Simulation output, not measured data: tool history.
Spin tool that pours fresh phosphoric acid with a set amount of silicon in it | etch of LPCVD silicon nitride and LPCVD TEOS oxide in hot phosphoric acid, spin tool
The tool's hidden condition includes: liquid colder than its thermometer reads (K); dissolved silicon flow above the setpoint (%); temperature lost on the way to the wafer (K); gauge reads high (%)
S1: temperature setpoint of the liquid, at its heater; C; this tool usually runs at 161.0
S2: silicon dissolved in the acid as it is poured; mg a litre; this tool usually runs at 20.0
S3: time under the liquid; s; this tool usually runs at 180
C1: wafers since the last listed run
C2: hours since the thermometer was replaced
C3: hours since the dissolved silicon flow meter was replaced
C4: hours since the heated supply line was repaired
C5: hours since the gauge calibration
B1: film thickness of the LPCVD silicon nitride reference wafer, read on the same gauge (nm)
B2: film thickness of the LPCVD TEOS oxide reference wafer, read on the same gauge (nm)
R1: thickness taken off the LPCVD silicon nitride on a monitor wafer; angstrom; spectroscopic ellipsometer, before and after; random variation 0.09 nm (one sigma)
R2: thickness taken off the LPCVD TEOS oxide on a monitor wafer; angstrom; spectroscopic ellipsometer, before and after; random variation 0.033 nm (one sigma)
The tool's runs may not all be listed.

Run 1, hour 0.0: usual settings but S3 210 s; C1 0; C2 767.5; C3 292.3; C4 2008.7; C5 2252.9; B1 76.19; B2 28.543. Result: R1 183.6 angstrom, R2 5.77 angstrom.
Run 2, hour 82.6: usual settings but S3 210 s; C1 528; C2 850.1; C3 374.9; C4 2091.3; C5 2335.5; B1 76.05; B2 28.505. Result: R1 182.6 angstrom, R2 5.30 angstrom.
Run 3, hour 120.0: usual settings but S3 210 s; C1 239; C2 887.5; C3 412.3; C4 2128.7; C5 2372.9; B1 75.96; B2 28.535. Result: R1 182.1 angstrom, R2 5.88 angstrom.
At hour 202.2: dissolved silicon flow meter replaced.
Run 4, hour 219.6: usual settings but S1 162.5 C; C1 630; C2 987.1; C3 17.4; C4 2228.3; C5 2472.5; B1 75.79; B2 28.436. Result: R1 163.4 angstrom, R2 4.84 angstrom.
Run 5, hour 311.1: usual settings but S1 162.5 C; C1 585; C2 1078.6; C3 108.9; C4 2319.8; C5 2564.0; B1 75.65; B2 28.389. Result: R1 162.0 angstrom, R2 4.86 angstrom.
Run 6, hour 410.9: usual settings; C1 638; C2 1178.4; C3 208.7; C4 2419.6; C5 2663.8; B1 75.46; B2 28.297. Result: R1 155.6 angstrom, R2 4.41 angstrom.
At hour 431.8: heated supply line repaired.
Run 7, hour 459.7: usual settings; C1 305; C2 1227.2; C3 257.5; C4 27.9; C5 2712.6; B1 75.40; B2 28.275. Result: R1 154.8 angstrom, R2 4.40 angstrom.
Run 8, hour 511.2: usual settings; C1 329; C2 1278.7; C3 309.0; C4 79.4; C5 2764.1; B1 75.29; B2 28.258. Result: R1 154.3 angstrom, R2 4.74 angstrom.
At hour 574.9: gauge calibrated.
Run 9, hour 591.5: usual settings; C1 513; C2 1359.0; C3 389.3; C4 159.7; C5 16.6; B1 78.43; B2 29.391. Result: R1 159.8 angstrom, R2 5.14 angstrom.
Run 10, hour 630.4: usual settings but S1 160.0 C, S2 35.0 mg a litre, S3 285 s; C1 248; C2 1397.9; C3 428.2; C4 198.6; C5 55.5; B1 78.36; B2 29.373. Result: R1 246.2 angstrom, R2 4.46 angstrom.
Run 11, hour 684.6: usual settings; C1 346; C2 1452.1; C3 482.4; C4 252.8; C5 109.7; B1 78.26; B2 29.337. Result: R1 160.0 angstrom, R2 4.79 angstrom.
At hour 707.5: dissolved silicon flow meter replaced.
Run 12, hour 730.3: usual settings but S1 162.5 C, S3 125 s; C1 285; C2 1497.8; C3 22.8; C4 298.5; C5 155.4; B1 78.19; B2 29.295. Result: R1 117.4 angstrom, R2 3.29 angstrom.
At hour 735.3: thermometer replaced.
Run 13, hour 829.6: usual settings; C1 628; C2 94.3; C3 122.1; C4 397.8; C5 254.7; B1 78.02; B2 29.256. Result: R1 160.1 angstrom, R2 4.96 angstrom.
Run 14, hour 904.2: usual settings but S1 162.0 C, S2 11.5 mg a litre; C1 477; C2 168.9; C3 196.7; C4 472.4; C5 329.3; B1 77.89; B2 29.170. Result: R1 165.4 angstrom, R2 6.49 angstrom.
Run 15, hour 951.4: usual settings but S1 162.0 C, S2 35.5 mg a litre, S3 80 s; C1 301; C2 216.1; C3 243.9; C4 519.6; C5 376.5; B1 77.80; B2 29.190. Result: R1 72.7 angstrom, R2 1.32 angstrom.
Run 16, hour 1015.4: usual settings but S1 159.5 C, S2 10.0 mg a litre; C1 409; C2 280.1; C3 307.9; C4 583.6; C5 440.5; B1 77.68; B2 29.148. Result: R1 150.2 angstrom, R2 5.96 angstrom.
Run 17, hour 1077.7: usual settings but S2 34.5 mg a litre; C1 398; C2 342.4; C3 370.2; C4 645.9; C5 502.8; B1 77.59; B2 29.081. Result: R1 159.4 angstrom, R2 3.03 angstrom.
At hour 1120.2: dissolved silicon flow meter replaced.
Run 18, hour 1174.8: usual settings but S2 28.0 mg a litre, S3 140 s; C1 614; C2 439.5; C3 54.6; C4 743.0; C5 599.9; B1 77.40; B2 29.020. Result: R1 123.7 angstrom, R2 2.57 angstrom.
Run 19, hour 1251.4: usual settings but S3 245 s; C1 489; C2 516.1; C3 131.2; C4 819.6; C5 676.5; B1 77.29; B2 28.992. Result: R1 214.8 angstrom, R2 5.91 angstrom.
Run 20, hour 1329.8: usual settings but S2 10.0 mg a litre; C1 501; C2 594.5; C3 209.6; C4 898.0; C5 754.9; B1 77.14; B2 28.949. Result: R1 157.9 angstrom, R2 5.57 angstrom.
Run 21, hour 1411.2: usual settings but S2 14.0 mg a litre, S3 150 s; C1 520; C2 675.9; C3 291.0; C4 979.4; C5 836.3; B1 77.00; B2 28.863. Result: R1 131.1 angstrom, R2 4.35 angstrom.
Run 22, hour 1508.3: usual settings but S1 158.5 C; C1 621; C2 773.0; C3 388.1; C4 1076.5; C5 933.4; B1 76.83; B2 28.804. Result: R1 144.1 angstrom, R2 3.85 angstrom.
Run 23, hour 1554.3: usual settings; C1 294; C2 819.0; C3 434.1; C4 1122.5; C5 979.4; B1 76.77; B2 28.801. Result: R1 157.2 angstrom, R2 4.25 angstrom.

3 ways to go on from here, each from the tool as it stands after run 23. What would each give?
Run A, hour 1554.8: usual settings; C1 3; C2 819.5; C3 434.6; C4 1123.0; C5 979.9; B1 ?; B2 ?. Result: R1 ?, R2 ?.
Run B, hour 1554.8: usual settings but S3 265 s; C1 3; C2 819.5; C3 434.6; C4 1123.0; C5 979.9; B1 ?; B2 ?. Result: R1 ?, R2 ?.
Run C, hour 1554.8: usual settings but S3 225 s; C1 3; C2 819.5; C3 434.6; C4 1123.0; C5 979.9; B1 ?; B2 ?. Result: R1 ?, R2 ?.

run     B1      B2     R1    R2
  A  76.74  28.785  158.7  4.35
  B  76.74  28.785  233.7  6.41
  C  76.74  28.785  198.4  5.44
The same runs, with their run-to-run variation unchanged, on a tool lacking any hidden condition would have given:
run     R1    R2
  A  165.4  4.54
  B  243.6  6.68
  C  206.8  5.67
